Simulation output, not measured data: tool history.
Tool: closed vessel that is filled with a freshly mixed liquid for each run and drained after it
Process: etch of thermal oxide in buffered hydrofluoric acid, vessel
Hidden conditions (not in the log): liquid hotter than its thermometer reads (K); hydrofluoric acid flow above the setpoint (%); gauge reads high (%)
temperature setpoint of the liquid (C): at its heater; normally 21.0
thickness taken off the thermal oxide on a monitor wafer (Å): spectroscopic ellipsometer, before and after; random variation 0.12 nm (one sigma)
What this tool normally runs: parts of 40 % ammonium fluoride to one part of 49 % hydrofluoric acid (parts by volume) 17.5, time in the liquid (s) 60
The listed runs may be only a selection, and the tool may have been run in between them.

run	hour	temperature setpoint of the liquid (C)	parts of 40 % ammonium fluoride to one part of 49 % hydrofluoric acid (parts by volume)	time in the liquid (s)	wafers since the last listed run	hours since the thermometer was replaced	hours since the hydrofluoric acid flow meter was replaced	hours since the gauge calibration	read-back film thickness of the thermal oxide reference wafer, read on the same gauge (nm)	thickness taken off the thermal oxide on a monitor wafer (Å)
1	0.0	21.0	17.5	60	0	1035.5	1541.7	423.0	149.98	338.1
2	38.3	21.0	19.0	60	2932	1073.8	1580.0	461.3	150.00	313.7
3	122.8	21.0	19.0	60	6469	1158.3	1664.5	545.8	149.98	315.5
4	206.4	21.0	19.0	60	6400	1241.9	1748.1	629.4	149.97	314.8
5	254.5	21.0	17.5	60	3682	1290.0	1796.2	677.5	149.97	342.2
6	311.3	18.0	17.5	60	4348	1346.8	1853.0	734.3	150.03	290.6
7	400.6	18.0	17.5	60	6837	1436.1	1942.3	823.6	150.01	292.1
8	442.6	21.0	17.5	60	3215	1478.1	1984.3	865.6	149.99	345.2
9	543.4	21.0	17.5	60	7717	1578.9	2085.1	966.4	150.06	346.6
10	781.0	22.5	16.0	60	18191	1816.5	2322.7	1204.0	150.01	413.5
# hour 807.9: thermometer replaced
11	876.4	22.5	16.0	60	7227	68.5	2418.1	1299.4	150.01	401.8
# hour 898.3: hydrofluoric acid flow meter replaced
12	915.2	22.5	16.0	60	2894	107.3	16.9	1338.2	150.03	376.5
# hour 932.6: gauge calibrated
13	954.7	19.0	17.5	60	3024	146.8	56.4	22.1	150.03	286.5
14	1049.2	17.5	17.5	40	7235	241.3	150.9	116.6	150.02	175.8
15	1140.9	21.0	17.5	85	7020	333.0	242.6	208.3	149.98	455.7
16	1220.3	21.0	17.5	60	6079	412.4	322.0	287.7	149.96	323.9
17	1257.2	21.0	17.5	60	2825	449.3	358.9	324.6	150.01	324.2
18	1307.7	19.5	13.5	60	3866	499.8	409.4	375.1	150.00	386.7
19	1395.1	21.0	17.5	60	6691	587.2	496.8	462.5	149.94	324.6
20	1478.3	25.5	17.5	75	6370	670.4	580.0	545.7	150.00	525.1
21	1717.8	19.5	19.5	80	18337	909.9	819.5	785.2	149.98	364.6
22	1787.3	18.5	17.5	60	5321	979.4	889.0	854.7	149.96	287.9
23	1872.7	25.0	13.0	95	6538	1064.8	974.4	940.1	149.95	878.6
24	1912.7	21.0	17.5	60	3062	1104.8	1014.4	980.1	149.96	331.3
25	1984.1	18.0	17.5	85	5466	1176.2	1085.8	1051.5	149.96	397.9
26	2047.2	21.0	17.5	60	4831	1239.3	1148.9	1114.6	150.01	332.4

Predict each of these 4 candidate next runs independently; none follows another, all start after run 26:
A	2047.9	21.0	17.5	60	53	1240.0	1149.6	1115.3	?	?
B	2047.9	24.0	17.5	50	53	1240.0	1149.6	1115.3	?	?
C	2047.9	21.0	22.0	60	53	1240.0	1149.6	1115.3	?	?
D	2047.9	19.5	11.5	80	53	1240.0	1149.6	1115.3	?	?

run	read-back film thickness of the thermal oxide reference wafer, read on the same gauge (nm)	thickness taken off the thermal oxide on a monitor wafer (Å)
A	149.99	332.9
B	149.99	327.3
C	149.99	270.9
D	149.99	616.4
What these runs would have given with no unlogged condition in the tool:
run	thickness taken off the thermal oxide on a monitor wafer (Å)
A	316.5
B	311.3
C	259.8
D	586.0
